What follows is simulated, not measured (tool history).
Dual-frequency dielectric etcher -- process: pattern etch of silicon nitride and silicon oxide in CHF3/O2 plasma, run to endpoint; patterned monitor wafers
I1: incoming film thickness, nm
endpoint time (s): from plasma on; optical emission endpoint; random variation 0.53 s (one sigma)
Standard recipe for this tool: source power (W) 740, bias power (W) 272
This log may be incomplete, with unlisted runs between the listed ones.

run 1 day=0 | source_power_(W)=740 bias_power_(W)=272 | I1=307.4 | endpoint_time_(s)=172.7
run 2 day=1.133 | source_power_(W)=740 bias_power_(W)=272 | I1=308.3 | endpoint_time_(s)=173.7
run 3 day=1.988 | source_power_(W)=740 bias_power_(W)=272 | I1=310.9 | endpoint_time_(s)=174.1
run 4 day=3.312 | source_power_(W)=630 bias_power_(W)=272 | I1=309.1 | endpoint_time_(s)=186
run 5 day=4.4 | source_power_(W)=630 bias_power_(W)=272 | I1=305.4 | endpoint_time_(s)=182.7
run 6 day=5.242 | source_power_(W)=630 bias_power_(W)=272 | I1=303.2 | endpoint_time_(s)=181.5
-- day=6.692 wet clean of the chamber
run 7 day=6.712 | source_power_(W)=740 bias_power_(W)=297 | I1=305.1 | endpoint_time_(s)=164.4
run 8 day=6.854 | source_power_(W)=740 bias_power_(W)=317 | I1=308 | endpoint_time_(s)=160.5
-- day=8.167 upper electrode replaced
run 9 day=8.188 | source_power_(W)=740 bias_power_(W)=317 | I1=309.3 | endpoint_time_(s)=161
run 10 day=8.3 | source_power_(W)=740 bias_power_(W)=317 | I1=308.3 | endpoint_time_(s)=160.4
run 11 day=9.362 | source_power_(W)=740 bias_power_(W)=321 | I1=308.3 | endpoint_time_(s)=158.9
run 12 day=9.933 | source_power_(W)=620 bias_power_(W)=272 | I1=307.9 | endpoint_time_(s)=187.1
run 13 day=10.45 | source_power_(W)=800 bias_power_(W)=208 | I1=307.5 | endpoint_time_(s)=197.1
-- day=11.679 bias power generator calibrated
run 14 day=11.7 | source_power_(W)=740 bias_power_(W)=272 | I1=309.5 | endpoint_time_(s)=174.1
-- day=12.079 source power generator calibrated
run 15 day=15.029 | source_power_(W)=590 bias_power_(W)=272 | I1=308.8 | endpoint_time_(s)=191.1
run 16 day=15.758 | source_power_(W)=630 bias_power_(W)=272 | I1=306.2 | endpoint_time_(s)=184.5
run 17 day=16.925 | source_power_(W)=740 bias_power_(W)=272 | I1=307.3 | endpoint_time_(s)=173.6
run 18 day=17.554 | source_power_(W)=810 bias_power_(W)=302 | I1=310.3 | endpoint_time_(s)=158.5
run 19 day=18.117 | source_power_(W)=650 bias_power_(W)=339 | I1=306.8 | endpoint_time_(s)=160.9
run 20 day=18.988 | source_power_(W)=650 bias_power_(W)=249 | I1=306.6 | endpoint_time_(s)=191.9
run 21 day=19.733 | source_power_(W)=910 bias_power_(W)=241 | I1=307.9 | endpoint_time_(s)=169

Forecast each of these 5 alternatives for the next run:
run A day=19.754 | source_power_(W)=740 bias_power_(W)=232 | I1=309.2 | endpoint_time_(s)=?
run B day=19.754 | source_power_(W)=570 bias_power_(W)=324 | I1=309.2 | endpoint_time_(s)=?
run C day=19.754 | source_power_(W)=580 bias_power_(W)=333 | I1=309.2 | endpoint_time_(s)=?
run D day=19.754 | source_power_(W)=650 bias_power_(W)=298 | I1=309.2 | endpoint_time_(s)=?
run E day=19.754 | source_power_(W)=830 bias_power_(W)=330 | I1=309.2 | endpoint_time_(s)=?

run=A endpoint_time_(s)=191.2
run=B endpoint_time_(s)=176.8
run=C endpoint_time_(s)=172.9
run=D endpoint_time_(s)=175.1
run=E endpoint_time_(s)=149.9
Had the tool no hidden state, the same runs would have come out as:
run=A endpoint_time_(s)=194
run=B endpoint_time_(s)=179.3
run=C endpoint_time_(s)=175.4
run=D endpoint_time_(s)=177.6
run=E endpoint_time_(s)=152

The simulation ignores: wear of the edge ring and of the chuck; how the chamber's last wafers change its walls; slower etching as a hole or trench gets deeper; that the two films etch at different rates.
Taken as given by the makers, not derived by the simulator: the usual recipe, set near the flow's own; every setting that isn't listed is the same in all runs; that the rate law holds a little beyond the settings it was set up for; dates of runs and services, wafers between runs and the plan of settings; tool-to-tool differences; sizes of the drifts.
